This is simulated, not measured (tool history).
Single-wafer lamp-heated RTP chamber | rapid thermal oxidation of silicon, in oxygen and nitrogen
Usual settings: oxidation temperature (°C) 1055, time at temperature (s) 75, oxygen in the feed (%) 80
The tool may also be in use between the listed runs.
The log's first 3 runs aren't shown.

run    hour  oxidation temperature (°C)  time at temperature (s)  oxygen in the feed (%)  wafers since the last listed run  wafers since the last pyrometer calibration  hours since the oxygen flow controller was replaced  hours since the gauge calibration  read-back reference wafer on the same gauge, thickness  oxide thickness on the monitor wafer (nm)
      281.9  -- pyrometer window cleaned and pyrometer calibrated
  4   282.4                        1055                       64                      98                               426                                            4                                               2414.2                             1372.3                                                   8.455                                      8.498
  5   306.4                        1055                       64                      98                               210                                          215                                               2438.2                             1396.3                                                   8.445                                      8.489
  6   372.1                        1055                       64                      98                               576                                          791                                               2503.9                               1462                                                   8.464                                      8.435
  7   412.7                        1055                       89                      80                               355                                         1147                                               2544.5                             1502.6                                                   8.454                                      9.155
  8   455.9                        1055                       89                      80                               378                                         1526                                               2587.7                             1545.8                                                   8.465                                      9.118
  9   481.9                        1055                       89                      80                               227                                         1754                                               2613.7                             1571.8                                                   8.449                                      9.154
 10   534.1                        1055                       75                      80                               457                                         2211                                               2665.9                               1624                                                   8.457                                      8.512
 11   558.8                        1055                       75                      80                               216                                         2428                                               2690.6                             1648.7                                                    8.45                                      8.498
 12   588.9                        1055                       75                      80                               263                                         2692                                               2720.7                             1678.8                                                    8.46                                      8.559
 13   655.9                        1055                       75                      80                               587                                         3279                                               2787.7                             1745.8                                                    8.46                                      8.603
      727.5  -- pyrometer window cleaned and pyrometer calibrated
 14     728                        1055                       75                      80                               562                                            3                                               2859.8                             1817.9                                                   8.451                                      8.365
 15   791.8                        1055                       75                      80                               559                                          563                                               2923.6                             1881.7                                                    8.46                                      8.399
 16   859.1                        1055                       75                      80                               590                                         1153                                               2990.9                               1949                                                   8.472                                      8.516
 17   937.1                        1055                       75                      89                               683                                         1837                                               3068.9                               2027                                                   8.452                                      8.772
 18   976.6                        1075                       75                      98                               346                                         2183                                               3108.4                             2066.5                                                   8.456                                     10.428
 19    1003                        1055                       75                      80                               231                                         2415                                               3134.8                             2092.9                                                   8.459                                      8.478
 20  1074.3                        1073                       75                      98                               625                                         3040                                               3206.1                             2164.2                                                   8.463                                     10.497
 21  1133.7                        1055                       75                      80                               520                                         3561                                               3265.5                             2223.6                                                   8.464                                      8.643
     1151.3  -- gauge calibrated
     1201.8  -- pyrometer window cleaned and pyrometer calibrated
 22  1202.3                        1031                       75                      57                               531                                            4                                               3334.1                                 51                                                   8.453                                      6.256
 23  1235.1                        1055                       46                      89                               287                                          292                                               3366.9                               83.8                                                   8.451                                      7.056
 24  1296.7                        1067                       40                      98                               540                                          832                                               3428.5                              145.4                                                    8.45                                      7.417

Forecast run 25:
 25  1338.4                        1074                       75                      54                               365                                         1197                                               3470.2                              187.1                                                       ?                                          ?

{"run 25": {"read-back reference wafer on the same gauge, thickness": 8.473, "oxide thickness on the monitor wafer (nm)": 8.328}}
Without the tool's hidden state the same run would have given oxide thickness on the monitor wafer (nm) 8.285.
